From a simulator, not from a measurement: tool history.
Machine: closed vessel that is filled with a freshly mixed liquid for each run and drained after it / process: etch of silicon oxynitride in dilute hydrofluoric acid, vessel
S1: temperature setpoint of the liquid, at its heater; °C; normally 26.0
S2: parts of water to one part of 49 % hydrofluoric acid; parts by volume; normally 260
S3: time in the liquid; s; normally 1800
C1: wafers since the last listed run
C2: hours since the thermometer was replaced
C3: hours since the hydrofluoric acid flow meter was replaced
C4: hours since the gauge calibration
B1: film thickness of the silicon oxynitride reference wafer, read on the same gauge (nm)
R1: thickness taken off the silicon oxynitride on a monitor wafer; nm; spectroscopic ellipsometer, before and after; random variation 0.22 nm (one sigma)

Run 1, hour 0.0: usual settings; C1 0; C2 1047.6; C3 1033.6; C4 461.2; B1 29.98. Result: R1 38.75 nm.
Run 2, hour 67.9: usual settings; C1 1920; C2 1115.5; C3 1101.5; C4 529.1; B1 29.95. Result: R1 38.99 nm.
Run 3, hour 114.6: usual settings but S3 2470 s; C1 1321; C2 1162.2; C3 1148.2; C4 575.8; B1 29.99. Result: R1 53.81 nm.
Run 4, hour 148.2: usual settings but S3 2470 s; C1 950; C2 1195.8; C3 1181.8; C4 609.4; B1 30.02. Result: R1 54.41 nm.
Run 5, hour 184.4: usual settings but S3 2470 s; C1 1024; C2 1232.0; C3 1218.0; C4 645.6; B1 29.98. Result: R1 54.04 nm.
Run 6, hour 252.0: usual settings but S3 1175 s; C1 1912; C2 1299.6; C3 1285.6; C4 713.2; B1 30.02. Result: R1 25.97 nm.
Run 7, hour 316.8: usual settings but S3 1175 s; C1 1833; C2 1364.4; C3 1350.4; C4 778.0; B1 29.97. Result: R1 26.00 nm.
Run 8, hour 357.6: usual settings but S3 1175 s; C1 1154; C2 1405.2; C3 1391.2; C4 818.8; B1 30.01. Result: R1 26.17 nm.
Run 9, hour 402.6: usual settings; C1 1273; C2 1450.2; C3 1436.2; C4 863.8; B1 30.04. Result: R1 40.49 nm.
At hour 469.4: hydrofluoric acid flow meter replaced.
Run 10, hour 471.0: usual settings; C1 1906; C2 1518.6; C3 1.6; C4 932.2; B1 29.99. Result: R1 36.57 nm.
At hour 496.9: thermometer replaced.
At hour 524.7: gauge calibrated.
Run 11, hour 605.5: usual settings; C1 3776; C2 108.6; C3 136.1; C4 80.8; B1 29.98. Result: R1 35.61 nm.
Run 12, hour 669.2: usual settings but S3 2785 s; C1 1802; C2 172.3; C3 199.8; C4 144.5; B1 30.03. Result: R1 56.46 nm.
Run 13, hour 699.0: usual settings but S2 175 parts by volume; C1 843; C2 202.1; C3 229.6; C4 174.3; B1 30.03. Result: R1 57.56 nm.
Run 14, hour 723.7: usual settings; C1 698; C2 226.8; C3 254.3; C4 199.0; B1 29.98. Result: R1 36.37 nm.
Run 15, hour 769.6: usual settings but S2 145 parts by volume, S3 2740 s; C1 1298; C2 272.7; C3 300.2; C4 244.9; B1 30.01. Result: R1 109.20 nm.
Run 16, hour 830.1: usual settings but S1 24.5 °C, S2 390 parts by volume; C1 1711; C2 333.2; C3 360.7; C4 305.4; B1 29.99. Result: R1 21.19 nm.
Run 17, hour 890.2: usual settings but S1 24.5 °C, S2 360 parts by volume; C1 1700; C2 393.3; C3 420.8; C4 365.5; B1 30.00. Result: R1 23.15 nm.
Run 18, hour 942.4: usual settings but S1 22.0 °C, S2 330 parts by volume, S3 1405 s; C1 1476; C2 445.5; C3 473.0; C4 417.7; B1 30.01. Result: R1 18.48 nm.
Run 19, hour 987.2: usual settings; C1 1267; C2 490.3; C3 517.8; C4 462.5; B1 29.96. Result: R1 37.46 nm.
Run 20, hour 1026.9: usual settings but S1 31.0 °C, S2 130 parts by volume, S3 2405 s; C1 1123; C2 530.0; C3 557.5; C4 502.2; B1 29.99. Result: R1 138.47 nm.
Run 21, hour 1054.4: usual settings; C1 777; C2 557.5; C3 585.0; C4 529.7; B1 29.98. Result: R1 37.32 nm.
Run 22, hour 1079.5: usual settings; C1 710; C2 582.6; C3 610.1; C4 554.8; B1 30.05. Result: R1 37.01 nm.

Some steps in R1 between neighbouring runs. How much of each would the tool show without its hidden state too (settings, what came in, random variation), and how much is left for the hidden state, with any gauge scatter that isn't in both results?
Hidden conditions of the tool in this case: liquid hotter than its thermometer reads (K); hydrofluoric acid flow above the setpoint (%); gauge reads high (%).
Run 19 -> 20: S1 26.0 -> 31.0, S2 260 -> 130, S3 1800 -> 2405. R1 +101.01 nm: hidden state +6.22, all else +94.79.
Run 20 -> 21: S1 31.0 -> 26.0, S2 130 -> 260, S3 2405 -> 1800. R1 -101.15 nm: hidden state -6.02, all else -95.13.

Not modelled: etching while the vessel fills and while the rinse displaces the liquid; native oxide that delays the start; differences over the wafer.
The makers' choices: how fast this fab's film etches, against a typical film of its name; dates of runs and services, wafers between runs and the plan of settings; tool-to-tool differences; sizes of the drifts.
